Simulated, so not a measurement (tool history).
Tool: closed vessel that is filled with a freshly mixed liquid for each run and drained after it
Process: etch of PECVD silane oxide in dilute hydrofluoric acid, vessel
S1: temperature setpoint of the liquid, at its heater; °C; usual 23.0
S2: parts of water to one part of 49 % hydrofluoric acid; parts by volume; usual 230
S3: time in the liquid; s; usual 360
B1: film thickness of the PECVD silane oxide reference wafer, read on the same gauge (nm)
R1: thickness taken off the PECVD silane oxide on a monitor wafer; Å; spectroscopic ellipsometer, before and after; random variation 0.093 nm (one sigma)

run 1 hour=0.0 | S1=23.0 S2=230 S3=360 | B1=80.01 | R1=307.7
run 2 hour=35.3 | S1=23.0 S2=230 S3=360 | B1=80.04 | R1=311.7
run 3 hour=103.1 | S1=23.0 S2=230 S3=360 | B1=79.98 | R1=310.4
run 4 hour=145.1 | S1=25.5 S2=230 S3=360 | B1=79.98 | R1=340.7
run 5 hour=181.4 | S1=25.5 S2=230 S3=360 | B1=80.01 | R1=342.5
run 6 hour=249.2 | S1=20.0 S2=230 S3=360 | B1=80.03 | R1=286.6
run 7 hour=316.8 | S1=20.0 S2=230 S3=360 | B1=79.97 | R1=288.0
run 8 hour=381.0 | S1=20.0 S2=230 S3=360 | B1=80.00 | R1=285.7
run 9 hour=425.0 | S1=23.0 S2=230 S3=360 | B1=80.00 | R1=323.5
run 10 hour=452.1 | S1=23.0 S2=230 S3=360 | B1=80.02 | R1=304.9
run 11 hour=507.7 | S1=23.0 S2=230 S3=360 | B1=80.02 | R1=306.1
run 12 hour=572.2 | S1=23.0 S2=175 S3=495 | B1=80.00 | R1=585.6
run 13 hour=597.3 | S1=23.0 S2=280 S3=525 | B1=80.01 | R1=347.8
run 14 hour=640.8 | S1=23.0 S2=180 S3=360 | B1=80.03 | R1=411.9
run 15 hour=675.8 | S1=18.5 S2=230 S3=360 | B1=79.97 | R1=259.4
run 16 hour=736.7 | S1=20.0 S2=340 S3=510 | B1=80.00 | R1=238.9
run 17 hour=794.5 | S1=26.0 S2=115 S3=530 | B1=80.02 | R1=1159.3
run 18 hour=862.9 | S1=20.5 S2=230 S3=150 | B1=80.01 | R1=118.0
run 19 hour=914.7 | S1=23.0 S2=230 S3=560 | B1=80.00 | R1=482.3
run 20 hour=946.4 | S1=20.0 S2=305 S3=360 | B1=80.01 | R1=195.9
run 21 hour=1017.4 | S1=23.0 S2=230 S3=360 | B1=80.02 | R1=311.0
run 22 hour=1088.4 | S1=25.0 S2=280 S3=540 | B1=79.99 | R1=382.3
run 23 hour=1113.1 | S1=23.0 S2=230 S3=360 | B1=80.03 | R1=304.0
run 24 hour=1178.6 | S1=18.0 S2=275 S3=490 | B1=80.03 | R1=275.0

Taken out of this log: 5 entries between the listed runs. Where each belongs, and how the hidden state differs across it:
Between runs 5 and 6: hydrofluoric acid flow meter replaced (hour 232.6)
  hydrofluoric acid flow above the setpoint (%): 2.09 -> 4.22
  measured less the result without the state, R1: +8.7 -> +14.1 Å
Between runs 7 and 8: thermometer replaced (hour 362.7)
  hydrofluoric acid flow above the setpoint (%): 4.46 -> 4.7
  measured less the result without the state, R1: +14.9 -> +15.5 Å
Between runs 9 and 10: hydrofluoric acid flow meter replaced, repeated, since the last time left the tool worse (hour 447.4)
  hydrofluoric acid flow above the setpoint (%): 4.86 -> 0.0804
  measured less the result without the state, R1: +18.3 -> +0.3 Å
Between runs 13 and 14: gauge calibrated (hour 618.7)
  hydrofluoric acid flow above the setpoint (%): 0.606 -> 0.763
  measured less the result without the state, R1: +2.6 -> +3.8 Å
Between runs 21 and 22: hydrofluoric acid flow meter replaced (hour 1077.6)
  hydrofluoric acid flow above the setpoint (%): 2.12 -> 0.163
  measured less the result without the state, R1: +8.0 -> +0.8 Å
